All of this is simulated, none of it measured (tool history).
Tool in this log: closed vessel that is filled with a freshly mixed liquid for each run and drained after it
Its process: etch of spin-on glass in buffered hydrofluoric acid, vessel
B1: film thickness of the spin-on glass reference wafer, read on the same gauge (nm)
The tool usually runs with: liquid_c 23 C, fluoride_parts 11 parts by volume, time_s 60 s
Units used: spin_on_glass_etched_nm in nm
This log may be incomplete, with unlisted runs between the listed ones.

{"run": 1, "hour": 0.0, "liquid_c": 23, "fluoride_parts": 14.5, "time_s": 60, "B1": 140.02, "spin_on_glass_etched_nm": 175.69}
{"run": 2, "hour": 29.9, "liquid_c": 23, "fluoride_parts": 11, "time_s": 60, "B1": 139.99, "spin_on_glass_etched_nm": 232.65}
{"run": 3, "hour": 43.5, "liquid_c": 23, "fluoride_parts": 11, "time_s": 60, "B1": 140.01, "spin_on_glass_etched_nm": 232.87}
{"run": 4, "hour": 58.3, "liquid_c": 20.5, "fluoride_parts": 11, "time_s": 60, "B1": 140, "spin_on_glass_etched_nm": 200.6}
{"hour": 65.0, "done": "gauge calibrated"}
{"run": 5, "hour": 97.2, "liquid_c": 20.5, "fluoride_parts": 11, "time_s": 60, "B1": 139.99, "spin_on_glass_etched_nm": 202.3}
{"run": 6, "hour": 109.5, "liquid_c": 20.5, "fluoride_parts": 11, "time_s": 60, "B1": 140.01, "spin_on_glass_etched_nm": 203.55}
{"run": 7, "hour": 115.9, "liquid_c": 23, "fluoride_parts": 11, "time_s": 60, "B1": 140.01, "spin_on_glass_etched_nm": 229.36}
{"run": 8, "hour": 125.1, "liquid_c": 23, "fluoride_parts": 11, "time_s": 60, "B1": 139.98, "spin_on_glass_etched_nm": 232.06}
{"run": 9, "hour": 133.7, "liquid_c": 23, "fluoride_parts": 11, "time_s": 60, "B1": 140.01, "spin_on_glass_etched_nm": 229.94}
{"run": 10, "hour": 184.7, "liquid_c": 22, "fluoride_parts": 11, "time_s": 85, "B1": 140, "spin_on_glass_etched_nm": 312.49}
{"hour": 185.8, "done": "hydrofluoric acid flow meter replaced"}
{"hour": 194.3, "done": "thermometer replaced"}
{"run": 11, "hour": 200.3, "liquid_c": 22, "fluoride_parts": 11, "time_s": 85, "B1": 139.99, "spin_on_glass_etched_nm": 264.21}
{"run": 12, "hour": 210.6, "liquid_c": 23, "fluoride_parts": 15, "time_s": 60, "B1": 139.98, "spin_on_glass_etched_nm": 146.23}
{"run": 13, "hour": 228.0, "liquid_c": 23, "fluoride_parts": 7, "time_s": 60, "B1": 139.99, "spin_on_glass_etched_nm": 306.93}
{"run": 14, "hour": 268.3, "liquid_c": 28, "fluoride_parts": 15.5, "time_s": 60, "B1": 139.98, "spin_on_glass_etched_nm": 188.8}
{"hour": 273.1, "done": "gauge calibrated"}
{"run": 15, "hour": 285.2, "liquid_c": 23, "fluoride_parts": 11, "time_s": 60, "B1": 139.99, "spin_on_glass_etched_nm": 201}
{"run": 16, "hour": 295.3, "liquid_c": 21.5, "fluoride_parts": 7.5, "time_s": 75, "B1": 140.01, "spin_on_glass_etched_nm": 324.96}
{"run": 17, "hour": 309.6, "liquid_c": 18.5, "fluoride_parts": 11, "time_s": 45, "B1": 139.97, "spin_on_glass_etched_nm": 115.2}
{"run": 18, "hour": 320.9, "liquid_c": 23, "fluoride_parts": 11, "time_s": 60, "B1": 139.99, "spin_on_glass_etched_nm": 198.99}
{"run": 19, "hour": 336.8, "liquid_c": 23, "fluoride_parts": 8, "time_s": 60, "B1": 139.99, "spin_on_glass_etched_nm": 266.57}

Predict the results of run 20:
{"run": 20, "hour": 349.3, "liquid_c": 21.5, "fluoride_parts": 13, "time_s": 60, "B1": "?", "spin_on_glass_etched_nm": "?"}

Run 20 measured B1 139.98, spin_on_glass_etched_nm 158.08 nm.
Take away the tool's hidden state, keep the run-to-run variation as it was, and the same run would have given spin_on_glass_etched_nm 154.87 nm.
